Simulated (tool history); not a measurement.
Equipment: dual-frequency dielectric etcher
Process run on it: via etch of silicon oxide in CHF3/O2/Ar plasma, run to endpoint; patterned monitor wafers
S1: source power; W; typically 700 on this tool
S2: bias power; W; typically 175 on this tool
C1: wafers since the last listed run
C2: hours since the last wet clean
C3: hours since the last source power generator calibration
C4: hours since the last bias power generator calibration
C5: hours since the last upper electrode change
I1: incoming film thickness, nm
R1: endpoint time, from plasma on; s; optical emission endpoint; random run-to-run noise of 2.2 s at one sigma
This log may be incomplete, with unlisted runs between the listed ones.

run,day,S1,S2,C1,C2,C3,C4,C5,I1,R1
1,0.000,700,175,0,4.9,3473.0,2951.7,2633.6,677.2,339.5
2,1.354,700,175,160,37.4,3505.5,2984.2,2666.1,678.4,339.4
3,3.862,830,175,296,97.6,3565.7,3044.4,2726.3,669.8,303.3
4,8.796,830,175,583,216.0,3684.1,3162.8,2844.7,674.5,308.5
5,10.496,630,175,200,256.8,3724.9,3203.6,2885.5,672.6,361.0
6,11.583,630,175,128,282.9,3751.0,3229.7,2911.6,668.4,357.0
7,14.175,630,175,306,345.1,3813.2,3291.9,2973.8,669.2,364.4
8,15.346,700,203,138,373.2,3841.3,3320.0,3001.9,671.0,320.1
# day 16.729: wet clean of the chamber
9,16.750,700,203,47,0.5,3875.0,3353.7,3035.6,669.2,310.5
10,18.067,700,175,155,32.1,3906.6,3385.3,3067.2,668.2,332.0
11,19.642,810,198,186,69.9,3944.4,3423.1,3105.0,679.9,292.8
# day 21.529: source power generator calibrated
12,22.075,810,198,267,128.3,13.1,3481.5,3163.4,678.5,296.5
13,23.496,810,198,167,162.4,47.2,3515.6,3197.5,673.9,291.7
14,24.875,700,144,162,195.5,80.3,3548.7,3230.6,673.7,374.3
15,27.192,700,144,273,251.1,135.9,3604.3,3286.2,676.0,375.6
16,30.112,700,144,345,321.2,206.0,3674.4,3356.3,674.3,375.5
17,31.208,530,212,129,347.5,232.3,3700.7,3382.6,670.4,378.5
18,33.333,700,204,251,398.5,283.3,3751.7,3433.6,680.4,320.2
19,35.542,700,175,260,451.5,336.3,3804.7,3486.6,682.0,347.5
# day 37.092: wet clean of the chamber
20,37.329,700,175,93,5.7,379.2,3847.6,3529.5,671.8,333.4
21,39.650,700,175,274,61.4,434.9,3903.3,3585.2,668.9,332.2
22,43.133,800,192,411,145.0,518.5,3986.9,3668.8,668.6,301.9
23,44.829,700,218,200,185.7,559.2,4027.6,3709.5,677.1,306.7
# day 46.679: upper electrode replaced
24,47.000,760,153,138,237.8,611.3,4079.7,7.7,672.2,343.3
# day 47.854: bias power generator calibrated
25,48.375,570,162,142,270.8,644.3,12.5,40.7,669.9,407.3
26,52.654,700,155,505,373.5,747.0,115.2,143.4,679.5,364.4
# day 54.021: wet clean of the chamber
27,54.675,590,218,120,15.7,795.5,163.7,191.9,671.9,334.5
28,56.650,700,175,233,63.1,842.9,211.1,239.3,665.0,330.6
29,58.871,700,144,262,116.4,896.2,264.4,292.6,671.8,371.0
30,61.546,640,211,316,180.6,960.4,328.6,356.8,669.7,326.3
31,63.592,700,175,241,229.7,1009.5,377.7,405.9,671.5,336.9
32,65.971,700,175,281,286.8,1066.6,434.8,463.0,666.1,337.6
33,67.604,700,175,193,326.0,1105.8,474.0,502.2,677.6,342.4
34,69.742,570,212,252,377.3,1157.1,525.3,553.5,673.6,357.9

The same runs without the tool's hidden state, with the same run-to-run variation:
Hidden conditions of the tool in this case: etch rate over this chamber's usual, %; source power that arrives over what is set, %; bias power that arrives over what is set, %.
run,R1
1,338.5
2,337.8
3,300.8
4,303.9
5,354.8
6,350.4
7,356.4
8,312.5
9,310.3
10,331.2
11,291.6
12,294.3
13,288.9
14,370.0
15,370.2
16,368.6
17,371.0
18,312.9
19,338.6
20,332.1
21,329.9
22,298.4
23,302.5
24,337.6
25,399.8
26,355.5
27,333.1
28,328.4
29,367.4
30,321.9
31,331.5
32,331.1
33,335.0
34,349.2

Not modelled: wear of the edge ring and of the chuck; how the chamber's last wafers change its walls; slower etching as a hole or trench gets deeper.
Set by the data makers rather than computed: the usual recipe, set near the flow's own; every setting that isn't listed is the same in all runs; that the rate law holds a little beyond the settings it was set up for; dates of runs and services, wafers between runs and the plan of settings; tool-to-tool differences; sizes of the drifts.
